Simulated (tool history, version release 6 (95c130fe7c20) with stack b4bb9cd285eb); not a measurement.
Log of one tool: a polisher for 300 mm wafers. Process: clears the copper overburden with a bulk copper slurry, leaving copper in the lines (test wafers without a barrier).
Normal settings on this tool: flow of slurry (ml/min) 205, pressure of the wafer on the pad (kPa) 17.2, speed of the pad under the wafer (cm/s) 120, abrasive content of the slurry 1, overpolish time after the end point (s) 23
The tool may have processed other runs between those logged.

run	hour	flow of slurry (ml/min)	pressure of the wafer on the pad (kPa)	speed of the pad under the wafer (cm/s)	abrasive content of the slurry	overpolish time after the end point (s)	wafers since the last listed run	wafers polished on this pad	hours since the slurry nozzle was cleaned	hours since the head pressure was calibrated	hours since the slurry blender was calibrated	incoming thickness of the incoming film, nm	time until the end point was called (s)
1	0	205	17.2	120	1.2	23	0	777	621.1	449.4	24	889	114.3
2	16.7	205	17.2	120	1.2	23	190	967	637.8	466.1	40.7	897.4	117.9
3	42.1	205	17.2	120	1	23	289	1256	663.2	491.5	66.1	896	121
4	65.8	205	17.2	120	1	23	269	1526	686.9	515.2	89.8	885.3	121
5	96.3	205	17.2	120	1	23	347	1873	717.4	545.7	120.3	891.2	122.3
# hour 111.1: head pressure recalibrated
6	116.3	205	17.2	120	1	23	204	2078	737.4	5.2	140.3	883.3	122.7
7	133.7	205	17.2	120	1	23	198	2276	754.8	22.6	157.7	892.9	124.1
# hour 149.7: worn pad replaced by a new one, repeated, since the last time left the tool worse
8	197.6	205	17.2	120	1	23	681	545	818.7	86.5	221.6	882.9	104
9	215.3	230	17.2	144	1	31	201	747	836.4	104.2	239.3	881.2	89.8
10	232.5	160	20	120	1	23	195	942	853.6	121.4	256.5	886.2	98.7
11	249	205	17.2	148	1	23	187	1130	870.1	137.9	273	882.7	89
# hour 270.1: slurry nozzle cleaned
12	271.4	150	12.4	84	1	23	243	1374	1.3	160.3	295.4	883.2	186.5
13	284.2	205	17.2	120	1	12	145	1519	14.1	173.1	308.2	889.7	112.5
14	303.5	205	17.2	94	1	23	219	1739	33.4	192.4	327.5	906.2	136.1
15	322.3	205	17.2	120	1	23	213	1953	52.2	211.2	346.3	899.5	110.1
# hour 340: slurry blender recalibrated
16	347.7	205	21.4	120	1	23	266	2219	77.6	236.6	7.7	885.5	94.5
# hour 362.4: worn pad replaced by a new one
17	377.7	205	17.2	120	1	23	295	174	107.6	266.6	37.7	909.9	106.2
18	395.6	225	17.2	120	1	23	203	378	125.5	284.5	55.6	905.1	103.9
19	428.4	205	17.2	120	1	23	373	751	158.3	317.3	88.4	890.3	104.3
20	444	205	17.2	120	1	23	177	929	173.9	332.9	104	896	107.7
21	461.6	205	17.2	120	1.25	23	200	1129	191.5	350.5	121.6	897.6	104
22	484	205	13.8	120	1.15	23	254	1384	213.9	372.9	144	877.6	122.9
23	503.3	205	17.2	120	1	23	219	1604	233.2	392.2	163.3	878.5	107.5
24	517.2	205	21.4	106	1	23	158	1762	247.1	406.1	177.2	899.9	106.1
25	549	170	17.2	120	1	36	361	2124	278.9	437.9	209	885.6	114.5
# hour 570.2: worn pad replaced by a new one
26	580.5	205	12.4	140	0.9	32	312	117	310.4	469.4	240.5	880.3	113.8

What will run 27 give?
27	614.6	135	17.2	84	1	23	388	505	344.5	503.5	274.6	886.7	?

time until the end point was called (s): 148.5
Without the tool's hidden state the same run would have given time until the end point was called (s) 146.5.
